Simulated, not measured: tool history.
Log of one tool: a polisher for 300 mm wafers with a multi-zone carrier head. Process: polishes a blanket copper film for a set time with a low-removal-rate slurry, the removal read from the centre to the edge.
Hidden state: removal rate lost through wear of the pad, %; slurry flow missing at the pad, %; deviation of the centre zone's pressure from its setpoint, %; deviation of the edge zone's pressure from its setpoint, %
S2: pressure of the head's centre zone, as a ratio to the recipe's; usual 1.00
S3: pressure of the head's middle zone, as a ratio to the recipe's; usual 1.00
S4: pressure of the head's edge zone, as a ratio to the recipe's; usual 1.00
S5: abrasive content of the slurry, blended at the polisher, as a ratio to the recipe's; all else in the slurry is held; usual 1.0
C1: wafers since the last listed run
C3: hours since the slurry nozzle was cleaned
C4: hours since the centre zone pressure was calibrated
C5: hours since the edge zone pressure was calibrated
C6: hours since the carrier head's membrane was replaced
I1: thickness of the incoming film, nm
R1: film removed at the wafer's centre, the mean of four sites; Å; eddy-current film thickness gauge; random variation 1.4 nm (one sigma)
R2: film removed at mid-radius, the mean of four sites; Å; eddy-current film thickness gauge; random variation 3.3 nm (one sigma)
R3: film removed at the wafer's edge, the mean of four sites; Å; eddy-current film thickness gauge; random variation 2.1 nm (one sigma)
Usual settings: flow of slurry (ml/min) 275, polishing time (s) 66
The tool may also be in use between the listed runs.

{"run": 1, "hour": 0.0, "flow of slurry (ml/min)": 275, "S2": 1.0, "S3": 1.0, "S4": 1.0, "S5": 1.0, "polishing time (s)": 66, "C1": 0, "wafers polished on this pad": 327, "C3": 137.8, "C4": 508.5, "C5": 631.4, "C6": 844.3, "I1": 1481.0, "R1": 2405, "R2": 2337, "R3": 2338}
{"run": 2, "hour": 35.2, "flow of slurry (ml/min)": 275, "S2": 1.07, "S3": 1.0, "S4": 1.0, "S5": 1.0, "polishing time (s)": 66, "C1": 238, "wafers polished on this pad": 566, "C3": 173.0, "C4": 543.7, "C5": 666.6, "C6": 879.5, "I1": 1447.6, "R1": 2486, "R2": 2317, "R3": 2360}
{"hour": 52.1, "done": "edge zone pressure recalibrated"}
{"run": 3, "hour": 105.9, "flow of slurry (ml/min)": 275, "S2": 1.0, "S3": 1.0, "S4": 1.0, "S5": 1.0, "polishing time (s)": 66, "C1": 466, "wafers polished on this pad": 1032, "C3": 243.7, "C4": 614.4, "C5": 53.8, "C6": 950.2, "I1": 1463.5, "R1": 2391, "R2": 2275, "R3": 2322}
{"run": 4, "hour": 149.7, "flow of slurry (ml/min)": 275, "S2": 1.0, "S3": 1.0, "S4": 1.0, "S5": 1.0, "polishing time (s)": 66, "C1": 297, "wafers polished on this pad": 1329, "C3": 287.5, "C4": 658.2, "C5": 97.6, "C6": 994.0, "I1": 1494.2, "R1": 2364, "R2": 2223, "R3": 2340}
{"hour": 203.2, "done": "slurry nozzle cleaned"}
{"run": 5, "hour": 218.7, "flow of slurry (ml/min)": 275, "S2": 1.0, "S3": 1.0, "S4": 1.12, "S5": 0.8, "polishing time (s)": 66, "C1": 461, "wafers polished on this pad": 1790, "C3": 15.5, "C4": 727.2, "C5": 166.6, "C6": 1063.0, "I1": 1467.0, "R1": 2385, "R2": 2230, "R3": 2418}
{"hour": 253.6, "done": "worn pad replaced by a new one"}
{"hour": 255.8, "done": "centre zone pressure recalibrated"}
{"run": 6, "hour": 280.6, "flow of slurry (ml/min)": 200, "S2": 1.0, "S3": 1.0, "S4": 0.93, "S5": 0.8, "polishing time (s)": 66, "C1": 379, "wafers polished on this pad": 169, "C3": 77.4, "C4": 24.8, "C5": 228.5, "C6": 1124.9, "I1": 1477.5, "R1": 2187, "R2": 2077, "R3": 2153}
{"run": 7, "hour": 304.6, "flow of slurry (ml/min)": 235, "S2": 0.96, "S3": 1.0, "S4": 0.91, "S5": 1.0, "polishing time (s)": 66, "C1": 162, "wafers polished on this pad": 332, "C3": 101.4, "C4": 48.8, "C5": 252.5, "C6": 1148.9, "I1": 1464.4, "R1": 2226, "R2": 2264, "R3": 2232}
{"run": 8, "hour": 338.3, "flow of slurry (ml/min)": 275, "S2": 0.91, "S3": 0.89, "S4": 1.0, "S5": 1.0, "polishing time (s)": 66, "C1": 228, "wafers polished on this pad": 561, "C3": 135.1, "C4": 82.5, "C5": 286.2, "C6": 1182.6, "I1": 1473.4, "R1": 2206, "R2": 2066, "R3": 2395}
{"run": 9, "hour": 392.7, "flow of slurry (ml/min)": 275, "S2": 1.0, "S3": 1.0, "S4": 0.94, "S5": 1.0, "polishing time (s)": 73, "C1": 369, "wafers polished on this pad": 930, "C3": 189.5, "C4": 136.9, "C5": 340.6, "C6": 1237.0, "I1": 1513.8, "R1": 2563, "R2": 2539, "R3": 2564}
{"run": 10, "hour": 417.0, "flow of slurry (ml/min)": 275, "S2": 1.05, "S3": 1.0, "S4": 1.0, "S5": 1.0, "polishing time (s)": 66, "C1": 164, "wafers polished on this pad": 1095, "C3": 213.8, "C4": 161.2, "C5": 364.9, "C6": 1261.3, "I1": 1477.3, "R1": 2395, "R2": 2278, "R3": 2362}
{"hour": 476.2, "done": "carrier head's membrane replaced by a new one"}
{"run": 11, "hour": 476.7, "flow of slurry (ml/min)": 275, "S2": 1.0, "S3": 1.0, "S4": 1.0, "S5": 1.0, "polishing time (s)": 66, "C1": 371, "wafers polished on this pad": 1466, "C3": 273.5, "C4": 220.9, "C5": 424.6, "C6": 0.5, "I1": 1460.1, "R1": 2333, "R2": 2225, "R3": 2364}
{"run": 12, "hour": 508.0, "flow of slurry (ml/min)": 330, "S2": 1.0, "S3": 1.04, "S4": 1.0, "S5": 1.0, "polishing time (s)": 66, "C1": 212, "wafers polished on this pad": 1678, "C3": 304.8, "C4": 252.2, "C5": 455.9, "C6": 31.8, "I1": 1484.8, "R1": 2387, "R2": 2378, "R3": 2358}
{"run": 13, "hour": 543.5, "flow of slurry (ml/min)": 275, "S2": 1.0, "S3": 1.0, "S4": 0.91, "S5": 1.0, "polishing time (s)": 66, "C1": 240, "wafers polished on this pad": 1919, "C3": 340.3, "C4": 287.7, "C5": 491.4, "C6": 67.3, "I1": 1474.4, "R1": 2298, "R2": 2287, "R3": 2227}

Run 14 comes next. What will it give?
{"hour": 552.7, "done": "slurry nozzle cleaned"}
{"hour": 596.4, "done": "worn pad replaced by a new one"}
{"run": 14, "hour": 596.9, "flow of slurry (ml/min)": 275, "S2": 1.0, "S3": 1.0, "S4": 1.0, "S5": 1.0, "polishing time (s)": 66, "C1": 328, "wafers polished on this pad": 3, "C3": 44.2, "C4": 341.1, "C5": 544.8, "C6": 120.7, "I1": 1459.1, "R1": "?", "R2": "?", "R3": "?"}

Run 14 gave R1 2356 Å, R2 2236 Å, R3 2411 Å.
Without the tool's hidden state the same run would have given R1 2320 Å, R2 2238 Å, R3 2412 Å.
